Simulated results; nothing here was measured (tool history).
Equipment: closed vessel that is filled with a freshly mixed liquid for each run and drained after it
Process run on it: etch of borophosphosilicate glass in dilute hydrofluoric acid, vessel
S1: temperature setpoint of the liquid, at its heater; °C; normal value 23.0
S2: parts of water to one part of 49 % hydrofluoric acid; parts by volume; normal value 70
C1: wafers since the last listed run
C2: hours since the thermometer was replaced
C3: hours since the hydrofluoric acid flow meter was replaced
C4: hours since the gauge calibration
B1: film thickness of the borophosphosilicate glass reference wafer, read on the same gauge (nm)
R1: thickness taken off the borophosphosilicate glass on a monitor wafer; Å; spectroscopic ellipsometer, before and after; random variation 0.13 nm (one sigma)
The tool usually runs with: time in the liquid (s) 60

{"run": 1, "hour": 0.0, "S1": 23.0, "S2": 70, "time in the liquid (s)": 60, "C1": 0, "C2": 2509.9, "C3": 388.4, "C4": 969.7, "B1": 49.98, "R1": 358.2}
{"run": 2, "hour": 48.9, "S1": 23.0, "S2": 70, "time in the liquid (s)": 60, "C1": 3180, "C2": 2558.8, "C3": 437.3, "C4": 1018.6, "B1": 50.0, "R1": 353.5}
{"run": 3, "hour": 138.6, "S1": 23.0, "S2": 70, "time in the liquid (s)": 60, "C1": 5833, "C2": 2648.5, "C3": 527.0, "C4": 1108.3, "B1": 49.98, "R1": 360.5}
{"hour": 372.2, "done": "hydrofluoric acid flow meter replaced"}
{"run": 4, "hour": 400.6, "S1": 19.5, "S2": 70, "time in the liquid (s)": 60, "C1": 16975, "C2": 2910.5, "C3": 28.4, "C4": 1370.3, "B1": 50.01, "R1": 307.4}
{"run": 5, "hour": 437.1, "S1": 19.5, "S2": 70, "time in the liquid (s)": 60, "C1": 2373, "C2": 2947.0, "C3": 64.9, "C4": 1406.8, "B1": 50.0, "R1": 309.6}
{"run": 6, "hour": 520.9, "S1": 23.0, "S2": 70, "time in the liquid (s)": 45, "C1": 5450, "C2": 3030.8, "C3": 148.7, "C4": 1490.6, "B1": 49.96, "R1": 268.1}
{"run": 7, "hour": 562.8, "S1": 23.0, "S2": 70, "time in the liquid (s)": 60, "C1": 2725, "C2": 3072.7, "C3": 190.6, "C4": 1532.5, "B1": 49.96, "R1": 362.2}
{"hour": 610.3, "done": "thermometer replaced"}
{"run": 8, "hour": 613.6, "S1": 23.0, "S2": 70, "time in the liquid (s)": 60, "C1": 3238, "C2": 3.3, "C3": 241.4, "C4": 1583.3, "B1": 49.95, "R1": 329.6}
{"hour": 650.3, "done": "gauge calibrated"}
{"run": 9, "hour": 717.2, "S1": 23.0, "S2": 90, "time in the liquid (s)": 60, "C1": 6738, "C2": 106.9, "C3": 345.0, "C4": 66.9, "B1": 49.98, "R1": 253.7}
{"run": 10, "hour": 803.8, "S1": 23.0, "S2": 90, "time in the liquid (s)": 60, "C1": 5632, "C2": 193.5, "C3": 431.6, "C4": 153.5, "B1": 49.98, "R1": 253.2}
{"run": 11, "hour": 903.2, "S1": 23.0, "S2": 70, "time in the liquid (s)": 60, "C1": 6464, "C2": 292.9, "C3": 531.0, "C4": 252.9, "B1": 49.99, "R1": 336.2}
{"run": 12, "hour": 1061.1, "S1": 23.0, "S2": 70, "time in the liquid (s)": 35, "C1": 10269, "C2": 450.8, "C3": 688.9, "C4": 410.8, "B1": 49.95, "R1": 199.9}
{"run": 13, "hour": 1119.1, "S1": 23.0, "S2": 70, "time in the liquid (s)": 80, "C1": 3772, "C2": 508.8, "C3": 746.9, "C4": 468.8, "B1": 50.01, "R1": 460.1}
{"hour": 1128.2, "done": "hydrofluoric acid flow meter replaced"}
{"run": 14, "hour": 1206.3, "S1": 23.0, "S2": 70, "time in the liquid (s)": 60, "C1": 5606, "C2": 596.0, "C3": 78.1, "C4": 556.0, "B1": 49.99, "R1": 334.0}
{"run": 15, "hour": 1301.8, "S1": 23.0, "S2": 55, "time in the liquid (s)": 30, "C1": 6211, "C2": 691.5, "C3": 173.6, "C4": 651.5, "B1": 50.02, "R1": 219.2}
{"run": 16, "hour": 1387.9, "S1": 23.0, "S2": 85, "time in the liquid (s)": 60, "C1": 5599, "C2": 777.6, "C3": 259.7, "C4": 737.6, "B1": 50.02, "R1": 272.0}
{"run": 17, "hour": 1461.3, "S1": 25.0, "S2": 45, "time in the liquid (s)": 95, "C1": 4773, "C2": 851.0, "C3": 333.1, "C4": 811.0, "B1": 50.0, "R1": 937.5}
{"run": 18, "hour": 1524.6, "S1": 26.5, "S2": 70, "time in the liquid (s)": 50, "C1": 4116, "C2": 914.3, "C3": 396.4, "C4": 874.3, "B1": 49.99, "R1": 329.3}
{"run": 19, "hour": 1617.7, "S1": 23.0, "S2": 95, "time in the liquid (s)": 60, "C1": 6055, "C2": 1007.4, "C3": 489.5, "C4": 967.4, "B1": 49.99, "R1": 245.3}
{"run": 20, "hour": 1692.6, "S1": 21.0, "S2": 60, "time in the liquid (s)": 30, "C1": 4871, "C2": 1082.3, "C3": 564.4, "C4": 1042.3, "B1": 50.0, "R1": 187.1}
{"run": 21, "hour": 1731.5, "S1": 23.0, "S2": 70, "time in the liquid (s)": 60, "C1": 2530, "C2": 1121.2, "C3": 603.3, "C4": 1081.2, "B1": 50.0, "R1": 344.0}
{"run": 22, "hour": 1825.1, "S1": 20.5, "S2": 70, "time in the liquid (s)": 60, "C1": 6087, "C2": 1214.8, "C3": 696.9, "C4": 1174.8, "B1": 49.99, "R1": 313.0}

3 options for the next run, each taken on its own from the tool as it stands now. Forecast them:
{"run": "A", "hour": 1825.8, "S1": 27.5, "S2": 70, "time in the liquid (s)": 60, "C1": 45, "C2": 1215.5, "C3": 697.6, "C4": 1175.5, "B1": "?", "R1": "?"}
{"run": "B", "hour": 1825.8, "S1": 26.0, "S2": 95, "time in the liquid (s)": 85, "C1": 45, "C2": 1215.5, "C3": 697.6, "C4": 1175.5, "B1": "?", "R1": "?"}
{"run": "C", "hour": 1825.8, "S1": 26.5, "S2": 90, "time in the liquid (s)": 90, "C1": 45, "C2": 1215.5, "C3": 697.6, "C4": 1175.5, "B1": "?", "R1": "?"}

run=A B1=50.03 R1=417.3
run=B B1=50.03 R1=397.3
run=C B1=50.03 R1=455.7
Take away the tool's hidden state, keep each run's random variation, and the runs would have read:
run=A R1=390.1
run=B R1=371.2
run=C R1=425.9

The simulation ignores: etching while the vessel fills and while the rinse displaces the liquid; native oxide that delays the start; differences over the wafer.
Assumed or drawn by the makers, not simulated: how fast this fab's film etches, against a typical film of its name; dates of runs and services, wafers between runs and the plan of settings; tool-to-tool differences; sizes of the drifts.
